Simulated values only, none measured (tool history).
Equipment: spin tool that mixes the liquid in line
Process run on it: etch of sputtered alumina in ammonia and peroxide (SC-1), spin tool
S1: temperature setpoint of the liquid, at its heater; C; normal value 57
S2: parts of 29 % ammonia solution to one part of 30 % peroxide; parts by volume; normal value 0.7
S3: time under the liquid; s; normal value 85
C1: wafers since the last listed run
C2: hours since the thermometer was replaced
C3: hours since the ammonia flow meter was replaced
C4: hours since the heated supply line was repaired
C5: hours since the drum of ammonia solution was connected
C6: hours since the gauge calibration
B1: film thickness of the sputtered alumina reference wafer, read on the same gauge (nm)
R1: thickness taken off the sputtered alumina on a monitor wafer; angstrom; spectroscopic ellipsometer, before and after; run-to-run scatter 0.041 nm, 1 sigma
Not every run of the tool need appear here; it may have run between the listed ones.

Run 1, hour 0: usual settings; C1 0; C2 2151.5; C3 473.9; C4 2182.3; C5 134.1; C6 1721.8; B1 119.98. Result: R1 87.2 angstrom.
Run 2, hour 54.1: usual settings; C1 691; C2 2205.6; C3 528; C4 2236.4; C5 188.2; C6 1775.9; B1 120.03. Result: R1 87.4 angstrom.
Run 3, hour 100.5: usual settings; C1 593; C2 2252; C3 574.4; C4 2282.8; C5 234.6; C6 1822.3; B1 119.97. Result: R1 86.8 angstrom.
Run 4, hour 173.3: usual settings but S2 0.85 parts by volume; C1 930; C2 2324.8; C3 647.2; C4 2355.6; C5 307.4; C6 1895.1; B1 120. Result: R1 88.7 angstrom.
Run 5, hour 267.6: usual settings but S1 48.5 C, S3 100 s; C1 1205; C2 2419.1; C3 741.5; C4 2449.9; C5 401.7; C6 1989.4; B1 120. Result: R1 65.7 angstrom.
At hour 296.8: thermometer replaced.
Run 6, hour 359.6: usual settings but S1 51.5 C, S3 115 s; C1 1162; C2 62.8; C3 833.5; C4 2541.9; C5 493.7; C6 2081.4; B1 119.99. Result: R1 94 angstrom.
Run 7, hour 429.3: usual settings but S1 60.5 C; C1 890; C2 132.5; C3 903.2; C4 2611.6; C5 563.4; C6 2151.1; B1 119.97. Result: R1 111.4 angstrom.
Run 8, hour 526.7: usual settings but S3 120 s; C1 1244; C2 229.9; C3 1000.6; C4 2709; C5 660.8; C6 2248.5; B1 120. Result: R1 130.8 angstrom.
Run 9, hour 611.5: usual settings; C1 1083; C2 314.7; C3 1085.4; C4 2793.8; C5 745.6; C6 2333.3; B1 119.99. Result: R1 92.8 angstrom.
At hour 676.9: gauge calibrated.
At hour 679.9: thermometer replaced, repeated, since the last time left the tool worse.
Run 10, hour 710.7: usual settings; C1 1255; C2 30.8; C3 1184.6; C4 2893; C5 844.8; C6 33.8; B1 119.98. Result: R1 82.6 angstrom.
Run 11, hour 809.3: usual settings but S1 60.5 C, S2 0.6 parts by volume, S3 70 s; C1 1260; C2 129.4; C3 1283.2; C4 2991.6; C5 943.4; C6 132.4; B1 120.06. Result: R1 80.6 angstrom.
Run 12, hour 853.4: usual settings but S1 52.5 C, S2 0.6 parts by volume, S3 125 s; C1 563; C2 173.5; C3 1327.3; C4 3035.7; C5 987.5; C6 176.5; B1 119.98. Result: R1 95 angstrom.
At hour 909.7: new drum of ammonia solution connected.
At hour 981.8: heated supply line repaired.
Run 13, hour 995.5: usual settings but S1 62.5 C, S3 100 s; C1 1790; C2 315.6; C3 1469.4; C4 13.7; C5 85.8; C6 318.6; B1 119.98. Result: R1 129.4 angstrom.
Run 14, hour 1067.7: usual settings but S1 53 C, S2 0.45 parts by volume, S3 120 s; C1 922; C2 387.8; C3 1541.6; C4 85.9; C5 158; C6 390.8; B1 120.03. Result: R1 91.4 angstrom.
Run 15, hour 1169.3: usual settings; C1 1298; C2 489.4; C3 1643.2; C4 187.5; C5 259.6; C6 492.4; B1 119.98. Result: R1 84.4 angstrom.
At hour 1180: ammonia flow meter replaced.
Run 16, hour 1209.5: usual settings but S1 53.5 C, S2 0.9 parts by volume, S3 60 s; C1 500; C2 529.6; C3 29.5; C4 227.7; C5 299.8; C6 532.6; B1 119.98. Result: R1 50.5 angstrom.
Run 17, hour 1262.3: usual settings but S1 63 C, S2 0.55 parts by volume; C1 674; C2 582.4; C3 82.3; C4 280.5; C5 352.6; C6 585.4; B1 119.97. Result: R1 110.4 angstrom.
Run 18, hour 1322.8: usual settings but S1 51 C; C1 773; C2 642.9; C3 142.8; C4 341; C5 413.1; C6 645.9; B1 120.02. Result: R1 60.8 angstrom.
Run 19, hour 1377.1: usual settings; C1 693; C2 697.2; C3 197.1; C4 395.3; C5 467.4; C6 700.2; B1 120. Result: R1 83.8 angstrom.
Run 20, hour 1566.9: usual settings but S3 50 s; C1 2425; C2 887; C3 386.9; C4 585.1; C5 657.2; C6 890; B1 119.97. Result: R1 49.3 angstrom.
Run 21, hour 1609.8: usual settings; C1 548; C2 929.9; C3 429.8; C4 628; C5 700.1; C6 932.9; B1 119.98. Result: R1 84.5 angstrom.
Run 22, hour 1688.6: usual settings; C1 1007; C2 1008.7; C3 508.6; C4 706.8; C5 778.9; C6 1011.7; B1 120. Result: R1 85.2 angstrom.
Run 23, hour 1781.4: usual settings but S2 0.9 parts by volume, S3 45 s; C1 1186; C2 1101.5; C3 601.4; C4 799.6; C5 871.7; C6 1104.5; B1 120. Result: R1 46.3 angstrom.
Run 24, hour 1837.5: usual settings but S1 60.5 C, S2 0.35 parts by volume, S3 45 s; C1 716; C2 1157.6; C3 657.5; C4 855.7; C5 927.8; C6 1160.6; B1 120.02. Result: R1 50.9 angstrom.

Measured minus without-hidden-state, run by run (identical run-to-run variation in each term; gauge scatter may differ):
The tool's hidden condition here consists of: liquid hotter than its thermometer reads (K); ammonia flow below the setpoint (%); temperature lost on the way to the wafer (K); ammonia solution weaker than its label (%); gauge reads high (%).
run     R1
  1   +4.5
  2   +4.7
  3   +4.7
  4   +4.9
  5     +4
  6  +10.2
  7  +11.5
  8  +14.1
  9  +10.1
 10   +0.2
 11   +0.4
 12   +0.5
 13   +1.1
 14     +1
 15   +1.2
 16   +0.7
 17   +1.6
 18   +1.1
 19   +1.6
 20   +1.1
 21     +2
 22   +2.2
 23   +1.2
 24   +1.5

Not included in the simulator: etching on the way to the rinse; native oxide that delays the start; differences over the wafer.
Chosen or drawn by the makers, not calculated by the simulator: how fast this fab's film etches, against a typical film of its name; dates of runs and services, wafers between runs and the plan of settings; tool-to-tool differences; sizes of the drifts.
